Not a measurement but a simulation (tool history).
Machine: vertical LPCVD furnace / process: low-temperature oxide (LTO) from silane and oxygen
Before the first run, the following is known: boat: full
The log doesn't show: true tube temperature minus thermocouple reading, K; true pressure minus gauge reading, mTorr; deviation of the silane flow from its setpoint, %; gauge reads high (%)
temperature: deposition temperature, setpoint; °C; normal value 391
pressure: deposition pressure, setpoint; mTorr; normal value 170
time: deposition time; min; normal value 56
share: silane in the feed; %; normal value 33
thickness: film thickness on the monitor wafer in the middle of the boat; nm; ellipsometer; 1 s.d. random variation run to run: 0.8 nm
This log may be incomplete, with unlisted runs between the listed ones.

run   hour  temperature  pressure  time  share  wafers since the last listed run  hours since the last temperature calibration  hours since the pressure gauge was zeroed  hours since the silane flow controller was replaced  hours since the gauge calibration  read-back reference wafer on the same gauge, thickness  thickness
  1      0          391       170    56     33                                 0                                        2284.7                                     1653.7                                               2828.1                              530.9                                                  318.76     318.69
  2     76          391       170    56     33                              1209                                        2360.7                                     1729.7                                               2904.1                              606.9                                                  319.13     320.37
  3    104          391       170    56     33                               445                                        2388.7                                     1757.7                                               2932.1                              634.9                                                  319.12     321.49
  4  122.8          391       170    56     33                               299                                        2407.5                                     1776.5                                               2950.9                              653.7                                                  318.91     320.25
  5  136.1          391       170    56     33                               211                                        2420.8                                     1789.8                                               2964.2                                667                                                  318.86     319.61
  6  213.9          391       170    56     33                              1237                                        2498.6                                     1867.6                                                 3042                              744.8                                                  319.11     320.51
  7  243.5          391       170    56     33                               470                                        2528.2                                     1897.2                                               3071.6                              774.4                                                  319.21     320.73
  8  266.9          394       170    56     33                               372                                        2551.6                                     1920.6                                                 3095                              797.8                                                   319.5     334.38
  9    280          394       170    56     33                               208                                        2564.7                                     1933.7                                               3108.1                              810.9                                                   318.9     333.44
 10  314.9          391       170    56     33                               555                                        2599.6                                     1968.6                                                 3143                              845.8                                                  319.47     323.87
 11    349          391       170    56     33                               542                                        2633.7                                     2002.7                                               3177.1                              879.9                                                  319.27     321.44
 12  376.5          391       170    56     33                               437                                        2661.2                                     2030.2                                               3204.6                              907.4                                                  319.32     322.47
     414.6  -- pressure gauge zeroed
 13  415.1          391       170    56     33                               232                                        2699.8                                        0.5                                               3243.2                                946                                                  318.89     311.99
 14    419          391       170    56     33                                62                                        2703.7                                        4.4                                               3247.1                              949.9                                                   318.7     310.53
     452.7  -- silane flow controller replaced
 15  453.2          391       170    56     33                               162                                        2737.9                                       38.6                                                  0.5                              984.1                                                  318.71     312.04
 16  457.1          391       205    56     33                                62                                        2741.8                                       42.5                                                  4.4                                988                                                  319.23     375.87
 17  464.8          381       170    56     33                               122                                        2749.5                                       50.2                                                 12.1                              995.7                                                  319.04     275.94
 18  477.7          401       170  39.5     33                               205                                        2762.4                                       63.1                                                   25                             1008.6                                                  318.91     247.08
 19  504.3          391       170    56     27                               423                                          2789                                       89.7                                                 51.6                             1035.2                                                  318.71      231.3

Estimate the outcome of run 20 from the log above:
 20  525.2          391       170    56     33                               332                                        2809.9                                      110.6                                                 72.5                             1056.1                                                       ?          ?

read-back reference wafer on the same gauge, thickness: 319.1
thickness: 312.04 nm
Had the tool carried no hidden state, the very same run would have given thickness 294.69 nm.
